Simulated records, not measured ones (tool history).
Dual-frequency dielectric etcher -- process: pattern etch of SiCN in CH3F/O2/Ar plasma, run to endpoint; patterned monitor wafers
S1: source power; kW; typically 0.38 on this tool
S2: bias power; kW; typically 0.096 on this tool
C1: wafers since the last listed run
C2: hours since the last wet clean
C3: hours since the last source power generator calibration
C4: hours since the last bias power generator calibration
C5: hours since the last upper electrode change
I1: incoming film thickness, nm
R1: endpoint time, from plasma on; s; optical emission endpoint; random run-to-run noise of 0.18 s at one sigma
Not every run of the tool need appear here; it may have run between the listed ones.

{"run": 1, "hour": 0.0, "S1": 0.38, "S2": 0.096, "C1": 0, "C2": 197.8, "C3": 1240.4, "C4": 2572.2, "C5": 4184.8, "I1": 11.32, "R1": 30.6}
{"run": 2, "hour": 70.3, "S1": 0.38, "S2": 0.096, "C1": 1013, "C2": 268.1, "C3": 1310.7, "C4": 2642.5, "C5": 4255.1, "I1": 11.4, "R1": 30.5}
{"run": 3, "hour": 138.5, "S1": 0.38, "S2": 0.096, "C1": 982, "C2": 336.3, "C3": 1378.9, "C4": 2710.7, "C5": 4323.3, "I1": 11.3, "R1": 30.1}
{"run": 4, "hour": 227.3, "S1": 0.32, "S2": 0.096, "C1": 1279, "C2": 425.1, "C3": 1467.7, "C4": 2799.5, "C5": 4412.1, "I1": 11.45, "R1": 31.9}
{"hour": 264.2, "done": "wet clean of the chamber"}
{"run": 5, "hour": 291.7, "S1": 0.32, "S2": 0.096, "C1": 582, "C2": 27.5, "C3": 1532.1, "C4": 2863.9, "C5": 4476.5, "I1": 11.42, "R1": 32.9}
{"run": 6, "hour": 386.7, "S1": 0.38, "S2": 0.111, "C1": 1369, "C2": 122.5, "C3": 1627.1, "C4": 2958.9, "C5": 4571.5, "I1": 11.46, "R1": 29.9}
{"run": 7, "hour": 432.7, "S1": 0.38, "S2": 0.111, "C1": 662, "C2": 168.5, "C3": 1673.1, "C4": 3004.9, "C5": 4617.5, "I1": 11.41, "R1": 29.8}
{"run": 8, "hour": 470.5, "S1": 0.38, "S2": 0.111, "C1": 544, "C2": 206.3, "C3": 1710.9, "C4": 3042.7, "C5": 4655.3, "I1": 11.48, "R1": 29.3}
{"run": 9, "hour": 565.2, "S1": 0.38, "S2": 0.096, "C1": 1364, "C2": 301, "C3": 1805.6, "C4": 3137.4, "C5": 4750, "I1": 11.38, "R1": 30.1}
{"run": 10, "hour": 672.1, "S1": 0.38, "S2": 0.096, "C1": 1540, "C2": 407.9, "C3": 1912.5, "C4": 3244.3, "C5": 4856.9, "I1": 11.43, "R1": 29.9}
{"hour": 729.0, "done": "upper electrode replaced"}
{"run": 11, "hour": 729.5, "S1": 0.38, "S2": 0.096, "C1": 481, "C2": 465.3, "C3": 1969.9, "C4": 3301.7, "C5": 0.5, "I1": 11.37, "R1": 29.8}
{"hour": 789.5, "done": "wet clean of the chamber"}
{"run": 12, "hour": 794.6, "S1": 0.38, "S2": 0.096, "C1": 592, "C2": 5.1, "C3": 2035, "C4": 3366.8, "C5": 65.6, "I1": 11.5, "R1": 31.4}
{"run": 13, "hour": 845.1, "S1": 0.38, "S2": 0.096, "C1": 727, "C2": 55.6, "C3": 2085.5, "C4": 3417.3, "C5": 116.1, "I1": 11.33, "R1": 30.9}
{"run": 14, "hour": 931.9, "S1": 0.29, "S2": 0.089, "C1": 1250, "C2": 142.4, "C3": 2172.3, "C4": 3504.1, "C5": 202.9, "I1": 11.51, "R1": 34.7}
{"run": 15, "hour": 984.6, "S1": 0.3, "S2": 0.079, "C1": 759, "C2": 195.1, "C3": 2225, "C4": 3556.8, "C5": 255.6, "I1": 11.42, "R1": 35.4}
{"run": 16, "hour": 1034.8, "S1": 0.46, "S2": 0.096, "C1": 723, "C2": 245.3, "C3": 2275.2, "C4": 3607, "C5": 305.8, "I1": 11.36, "R1": 28.2}
{"run": 17, "hour": 1112.4, "S1": 0.44, "S2": 0.105, "C1": 1118, "C2": 322.9, "C3": 2352.8, "C4": 3684.6, "C5": 383.4, "I1": 11.42, "R1": 28.1}
{"hour": 1148.2, "done": "bias power generator calibrated"}
{"run": 18, "hour": 1163.1, "S1": 0.38, "S2": 0.075, "C1": 672, "C2": 373.6, "C3": 2403.5, "C4": 14.9, "C5": 434.1, "I1": 11.35, "R1": 31.5}
{"hour": 1231.2, "done": "wet clean of the chamber"}
{"run": 19, "hour": 1412.4, "S1": 0.33, "S2": 0.072, "C1": 3246, "C2": 181.2, "C3": 2652.8, "C4": 264.2, "C5": 683.4, "I1": 11.45, "R1": 35.1}
{"hour": 1417.2, "done": "source power generator calibrated"}
{"run": 20, "hour": 1483.2, "S1": 0.44, "S2": 0.105, "C1": 962, "C2": 252, "C3": 66, "C4": 335, "C5": 754.2, "I1": 11.42, "R1": 28.5}
{"run": 21, "hour": 1561.2, "S1": 0.33, "S2": 0.075, "C1": 1124, "C2": 330, "C3": 144, "C4": 413, "C5": 832.2, "I1": 11.33, "R1": 33.8}
{"run": 22, "hour": 1636.7, "S1": 0.34, "S2": 0.103, "C1": 1087, "C2": 405.5, "C3": 219.5, "C4": 488.5, "C5": 907.7, "I1": 11.44, "R1": 30.9}
{"hour": 1716.7, "done": "wet clean of the chamber"}
{"run": 23, "hour": 1717.2, "S1": 0.38, "S2": 0.096, "C1": 814, "C2": 0.5, "C3": 300, "C4": 569, "C5": 988.2, "I1": 11.34, "R1": 31.2}
{"run": 24, "hour": 1784.6, "S1": 0.38, "S2": 0.096, "C1": 971, "C2": 67.9, "C3": 367.4, "C4": 636.4, "C5": 1055.6, "I1": 11.37, "R1": 30.9}
{"run": 25, "hour": 1825.5, "S1": 0.38, "S2": 0.096, "C1": 589, "C2": 108.8, "C3": 408.3, "C4": 677.3, "C5": 1096.5, "I1": 11.41, "R1": 31}
{"run": 26, "hour": 1870.6, "S1": 0.44, "S2": 0.096, "C1": 649, "C2": 153.9, "C3": 453.4, "C4": 722.4, "C5": 1141.6, "I1": 11.41, "R1": 29.3}

3 options for the next run, each taken on its own from the tool as it stands now. Forecast them:
{"run": "A", "hour": 1871.0, "S1": 0.34, "S2": 0.096, "C1": 5, "C2": 154.3, "C3": 453.8, "C4": 722.8, "C5": 1142, "I1": 11.44, "R1": "?"}
{"run": "B", "hour": 1871.0, "S1": 0.44, "S2": 0.076, "C1": 5, "C2": 154.3, "C3": 453.8, "C4": 722.8, "C5": 1142, "I1": 11.44, "R1": "?"}
{"run": "C", "hour": 1871.0, "S1": 0.45, "S2": 0.096, "C1": 5, "C2": 154.3, "C3": 453.8, "C4": 722.8, "C5": 1142, "I1": 11.44, "R1": "?"}

run=A R1=32.3
run=B R1=31.4
run=C R1=29.4
Had the tool no hidden state, the same runs would have come out as:
run=A R1=32.8
run=B R1=31.9
run=C R1=29.8
